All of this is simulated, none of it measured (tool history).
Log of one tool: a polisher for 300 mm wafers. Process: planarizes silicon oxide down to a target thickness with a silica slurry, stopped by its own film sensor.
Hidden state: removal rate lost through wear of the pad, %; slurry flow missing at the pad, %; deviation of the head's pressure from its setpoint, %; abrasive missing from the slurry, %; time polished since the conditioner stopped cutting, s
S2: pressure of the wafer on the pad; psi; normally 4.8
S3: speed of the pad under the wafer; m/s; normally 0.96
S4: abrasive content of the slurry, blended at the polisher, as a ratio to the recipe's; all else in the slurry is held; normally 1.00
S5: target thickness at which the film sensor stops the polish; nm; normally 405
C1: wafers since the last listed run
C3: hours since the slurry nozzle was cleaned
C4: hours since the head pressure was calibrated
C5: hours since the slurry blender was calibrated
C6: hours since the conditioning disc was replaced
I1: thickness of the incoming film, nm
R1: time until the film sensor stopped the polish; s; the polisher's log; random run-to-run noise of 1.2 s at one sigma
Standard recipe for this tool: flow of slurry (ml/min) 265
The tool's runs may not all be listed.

run 1 hour=0.0 | flow_of_slurry_(ml/min)=265 S2=4.8 S3=0.96 S4=1.00 S5=405 | C1=0 wafers_polished_on_this_pad=1113 C3=696.4 C4=105.2 C5=83.0 C6=414.9 | I1=724.3 | R1=81.6
run 2 hour=57.6 | flow_of_slurry_(ml/min)=265 S2=4.8 S3=0.96 S4=1.00 S5=405 | C1=595 wafers_polished_on_this_pad=1709 C3=754.0 C4=162.8 C5=140.6 C6=472.5 | I1=722.4 | R1=82.2
-- hour=90.6 slurry nozzle cleaned
-- hour=98.7 conditioning disc replaced and pad reconditioned
-- hour=128.9 worn pad replaced by a new one
-- hour=221.0 slurry blender recalibrated
run 3 hour=223.1 | flow_of_slurry_(ml/min)=265 S2=4.8 S3=0.96 S4=1.00 S5=405 | C1=1618 wafers_polished_on_this_pad=953 C3=132.5 C4=328.3 C5=2.1 C6=124.4 | I1=728.3 | R1=83.8
run 4 hour=263.9 | flow_of_slurry_(ml/min)=265 S2=4.8 S3=0.96 S4=1.10 S5=456 | C1=421 wafers_polished_on_this_pad=1375 C3=173.3 C4=369.1 C5=42.9 C6=165.2 | I1=713.8 | R1=64.7
run 5 hour=327.3 | flow_of_slurry_(ml/min)=265 S2=4.8 S3=0.96 S4=1.10 S5=456 | C1=655 wafers_polished_on_this_pad=2030 C3=236.7 C4=432.5 C5=106.3 C6=228.6 | I1=723.9 | R1=66.5
run 6 hour=362.2 | flow_of_slurry_(ml/min)=265 S2=4.8 S3=0.96 S4=1.00 S5=405 | C1=360 wafers_polished_on_this_pad=2391 C3=271.6 C4=467.4 C5=141.2 C6=263.5 | I1=723.2 | R1=84.5
run 7 hour=406.0 | flow_of_slurry_(ml/min)=265 S2=4.8 S3=0.96 S4=1.00 S5=405 | C1=452 wafers_polished_on_this_pad=2844 C3=315.4 C4=511.2 C5=185.0 C6=307.3 | I1=719.0 | R1=82.6
-- hour=414.1 worn pad replaced by a new one
-- hour=460.4 slurry blender recalibrated
run 8 hour=469.2 | flow_of_slurry_(ml/min)=265 S2=4.8 S3=0.96 S4=1.00 S5=405 | C1=591 wafers_polished_on_this_pad=548 C3=378.6 C4=574.4 C5=8.8 C6=370.5 | I1=714.1 | R1=83.5
-- hour=481.8 head pressure recalibrated
-- hour=518.1 conditioning disc replaced and pad reconditioned
run 9 hour=535.3 | flow_of_slurry_(ml/min)=265 S2=4.8 S3=0.96 S4=1.00 S5=405 | C1=642 wafers_polished_on_this_pad=1191 C3=444.7 C4=53.5 C5=74.9 C6=17.2 | I1=723.7 | R1=83.1
run 10 hour=567.4 | flow_of_slurry_(ml/min)=265 S2=4.8 S3=0.96 S4=1.00 S5=469 | C1=331 wafers_polished_on_this_pad=1523 C3=476.8 C4=85.6 C5=107.0 C6=49.3 | I1=717.1 | R1=63.3
run 11 hour=639.0 | flow_of_slurry_(ml/min)=265 S2=4.8 S3=0.96 S4=1.00 S5=469 | C1=740 wafers_polished_on_this_pad=2263 C3=548.4 C4=157.2 C5=178.6 C6=120.9 | I1=731.6 | R1=69.7
-- hour=695.7 worn pad replaced by a new one
run 12 hour=709.3 | flow_of_slurry_(ml/min)=265 S2=4.8 S3=0.96 S4=1.00 S5=405 | C1=685 wafers_polished_on_this_pad=141 C3=618.7 C4=227.5 C5=248.9 C6=191.2 | I1=728.8 | R1=82.1
-- hour=739.7 slurry blender recalibrated
run 13 hour=759.9 | flow_of_slurry_(ml/min)=265 S2=4.4 S3=0.96 S4=1.00 S5=405 | C1=502 wafers_polished_on_this_pad=643 C3=669.3 C4=278.1 C5=20.2 C6=241.8 | I1=732.9 | R1=91.5
-- hour=815.0 slurry nozzle cleaned
run 14 hour=832.8 | flow_of_slurry_(ml/min)=265 S2=4.0 S3=0.96 S4=1.00 S5=405 | C1=743 wafers_polished_on_this_pad=1387 C3=17.8 C4=351.0 C5=93.1 C6=314.7 | I1=730.7 | R1=103.9
run 15 hour=870.2 | flow_of_slurry_(ml/min)=265 S2=4.8 S3=1.08 S4=1.00 S5=405 | C1=386 wafers_polished_on_this_pad=1773 C3=55.2 C4=388.4 C5=130.5 C6=352.1 | I1=727.7 | R1=79.6
run 16 hour=926.8 | flow_of_slurry_(ml/min)=340 S2=4.8 S3=0.96 S4=1.00 S5=315 | C1=585 wafers_polished_on_this_pad=2359 C3=111.8 C4=445.0 C5=187.1 C6=408.7 | I1=727.4 | R1=107.8
run 17 hour=950.8 | flow_of_slurry_(ml/min)=265 S2=4.8 S3=0.96 S4=1.00 S5=405 | C1=248 wafers_polished_on_this_pad=2607 C3=135.8 C4=469.0 C5=211.1 C6=432.7 | I1=716.9 | R1=81.5
run 18 hour=980.3 | flow_of_slurry_(ml/min)=340 S2=5.8 S3=0.74 S4=1.00 S5=405 | C1=305 wafers_polished_on_this_pad=2912 C3=165.3 C4=498.5 C5=240.6 C6=462.2 | I1=735.3 | R1=81.8
-- hour=1003.7 slurry blender recalibrated
-- hour=1008.4 worn pad replaced by a new one
-- hour=1014.4 conditioning disc replaced and pad reconditioned
-- hour=1030.5 head pressure recalibrated
run 19 hour=1147.5 | flow_of_slurry_(ml/min)=265 S2=4.8 S3=1.10 S4=1.00 S5=405 | C1=1625 wafers_polished_on_this_pad=1396 C3=332.5 C4=117.0 C5=143.8 C6=133.1 | I1=717.4 | R1=75.9
run 20 hour=1206.5 | flow_of_slurry_(ml/min)=265 S2=4.8 S3=0.96 S4=1.00 S5=405 | C1=610 wafers_polished_on_this_pad=2007 C3=391.5 C4=176.0 C5=202.8 C6=192.1 | I1=710.1 | R1=80.5
-- hour=1240.3 slurry blender recalibrated
-- hour=1248.0 worn pad replaced by a new one
run 21 hour=1250.6 | flow_of_slurry_(ml/min)=265 S2=5.9 S3=0.96 S4=1.00 S5=502 | C1=394 wafers_polished_on_this_pad=26 C3=435.6 C4=220.1 C5=10.3 C6=236.2 | I1=718.5 | R1=46.2
run 22 hour=1312.7 | flow_of_slurry_(ml/min)=310 S2=4.8 S3=0.74 S4=1.10 S5=366 | C1=642 wafers_polished_on_this_pad=669 C3=497.7 C4=282.2 C5=72.4 C6=298.3 | I1=728.4 | R1=102.3
run 23 hour=1360.1 | flow_of_slurry_(ml/min)=210 S2=4.8 S3=1.08 S4=1.00 S5=405 | C1=490 wafers_polished_on_this_pad=1159 C3=545.1 C4=329.6 C5=119.8 C6=345.7 | I1=715.6 | R1=77.9

Each row is a separate what-if for the run after 23, all from the same tool condition, not one after another. Results?
run A hour=1360.6 | flow_of_slurry_(ml/min)=265 S2=4.8 S3=0.96 S4=1.00 S5=405 | C1=5 wafers_polished_on_this_pad=1164 C3=545.6 C4=330.1 C5=120.3 C6=346.2 | I1=711.6 | R1=?
run B hour=1360.6 | flow_of_slurry_(ml/min)=265 S2=4.2 S3=0.66 S4=1.15 S5=405 | C1=5 wafers_polished_on_this_pad=1164 C3=545.6 C4=330.1 C5=120.3 C6=346.2 | I1=711.6 | R1=?
run C hour=1360.6 | flow_of_slurry_(ml/min)=310 S2=4.2 S3=0.96 S4=1.00 S5=339 | C1=5 wafers_polished_on_this_pad=1164 C3=545.6 C4=330.1 C5=120.3 C6=346.2 | I1=711.6 | R1=?
run D hour=1360.6 | flow_of_slurry_(ml/min)=225 S2=4.8 S3=1.16 S4=1.00 S5=405 | C1=5 wafers_polished_on_this_pad=1164 C3=545.6 C4=330.1 C5=120.3 C6=346.2 | I1=711.6 | R1=?

run=A R1=81.8
run=B R1=102.5
run=C R1=111.6
run=D R1=75.6
The same runs, with their run-to-run variation unchanged, on a tool lacking any hidden condition would have given:
run=A R1=81.8
run=B R1=102.5
run=C R1=111.6
run=D R1=75.6
